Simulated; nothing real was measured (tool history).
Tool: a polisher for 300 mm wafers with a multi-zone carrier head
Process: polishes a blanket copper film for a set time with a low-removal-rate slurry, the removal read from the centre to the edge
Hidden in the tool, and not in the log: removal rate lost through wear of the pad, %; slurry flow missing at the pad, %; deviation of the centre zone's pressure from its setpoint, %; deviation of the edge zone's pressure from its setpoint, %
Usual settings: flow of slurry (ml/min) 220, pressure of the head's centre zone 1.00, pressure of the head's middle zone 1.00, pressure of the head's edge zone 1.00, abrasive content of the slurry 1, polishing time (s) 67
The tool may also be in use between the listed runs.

run	hour	flow of slurry (ml/min)	pressure of the head's centre zone	pressure of the head's middle zone	pressure of the head's edge zone	abrasive content of the slurry	polishing time (s)	wafers since the last listed run	wafers polished on this pad	hours since the slurry nozzle was cleaned	hours since the centre zone pressure was calibrated	hours since the edge zone pressure was calibrated	hours since the carrier head's membrane was replaced	incoming thickness of the incoming film, nm	film removed at the wafer's centre (angstrom)	film removed at mid-radius (angstrom)	film removed at the wafer's edge (angstrom)
1	0.0	220	1.00	1.00	0.96	1	67	0	580	131.7	556.5	925.6	289.2	1053.8	1969	2010	1933
# hour 0.0: edge zone pressure recalibrated
2	71.6	220	1.00	1.00	1.00	1	73	591	1172	203.3	628.1	71.6	360.8	1050.7	2103	2177	2095
# hour 116.6: slurry nozzle cleaned
# hour 118.1: worn pad replaced by a new one
3	140.1	220	1.00	1.00	1.00	1	73	545	181	23.5	696.6	140.1	429.3	1049.2	2124	2138	2123
4	204.9	220	1.00	1.00	1.00	1	67	535	717	88.3	761.4	204.9	494.1	1034.9	1929	2038	1960
# hour 295.1: worn pad replaced by a new one
5	300.9	220	1.00	1.00	1.00	1	67	760	47	184.3	857.4	300.9	590.1	1058.0	1963	2014	1939
# hour 330.5: carrier head's membrane replaced by a new one
# hour 359.0: slurry nozzle cleaned
6	398.2	220	1.00	1.00	1.00	1	67	754	802	39.2	954.7	398.2	67.7	1071.0	1916	1935	1921
# hour 482.7: worn pad replaced by a new one
7	491.3	205	0.97	1.00	1.00	1	67	736	71	132.3	1047.8	491.3	160.8	1050.7	1861	2028	1954
# hour 591.4: slurry nozzle cleaned
8	595.2	220	1.00	1.00	1.00	1	73	850	922	3.8	1151.7	595.2	264.7	1051.1	2114	2153	2117
9	655.6	275	1.00	1.00	1.00	1	67	499	1421	64.2	1212.1	655.6	325.1	1068.1	1940	2000	1932
# hour 710.3: worn pad replaced by a new one
10	722.1	220	0.88	1.00	1.00	1	60	516	97	130.7	1278.6	722.1	391.6	1066.6	1545	1842	1759
# hour 741.2: centre zone pressure recalibrated
11	770.8	220	1.06	1.00	1.00	1	56	386	483	179.4	29.6	770.8	440.3	1055.0	1718	1671	1644
# hour 773.0: edge zone pressure recalibrated
12	868.3	220	1.00	1.00	1.00	1	74	789	1273	276.9	127.1	95.3	537.8	1049.8	2096	2150	2126
# hour 876.3: slurry nozzle cleaned
# hour 942.0: worn pad replaced by a new one
13	972.8	220	0.88	1.00	0.95	1	44	822	254	96.5	231.6	199.8	642.3	1060.3	1143	1303	1257
# hour 1018.8: carrier head's membrane replaced by a new one
14	1019.1	190	1.00	0.91	0.96	1	73	341	595	142.8	277.9	246.1	0.3	1069.5	2080	1942	2037

3 ways to go on from here, each from the tool as it stands after run 14. What would each give?
A	1019.5	220	1.00	1.00	1.00	1	67	3	599	143.2	278.3	246.5	0.7	1041.6	?	?	?
B	1019.5	280	1.00	1.00	1.09	1	76	3	599	143.2	278.3	246.5	0.7	1041.6	?	?	?
C	1019.5	220	1.00	0.92	1.00	1	48	3	599	143.2	278.3	246.5	0.7	1041.6	?	?	?

run	film removed at the wafer's centre (angstrom)	film removed at mid-radius (angstrom)	film removed at the wafer's edge (angstrom)
A	1948	1960	1947
B	2286	2291	2358
C	1395	1309	1396
Without the tool's hidden state the same runs would have given:
run	film removed at the wafer's centre (angstrom)	film removed at mid-radius (angstrom)	film removed at the wafer's edge (angstrom)
A	1975	1986	1973
B	2317	2323	2390
C	1414	1327	1415

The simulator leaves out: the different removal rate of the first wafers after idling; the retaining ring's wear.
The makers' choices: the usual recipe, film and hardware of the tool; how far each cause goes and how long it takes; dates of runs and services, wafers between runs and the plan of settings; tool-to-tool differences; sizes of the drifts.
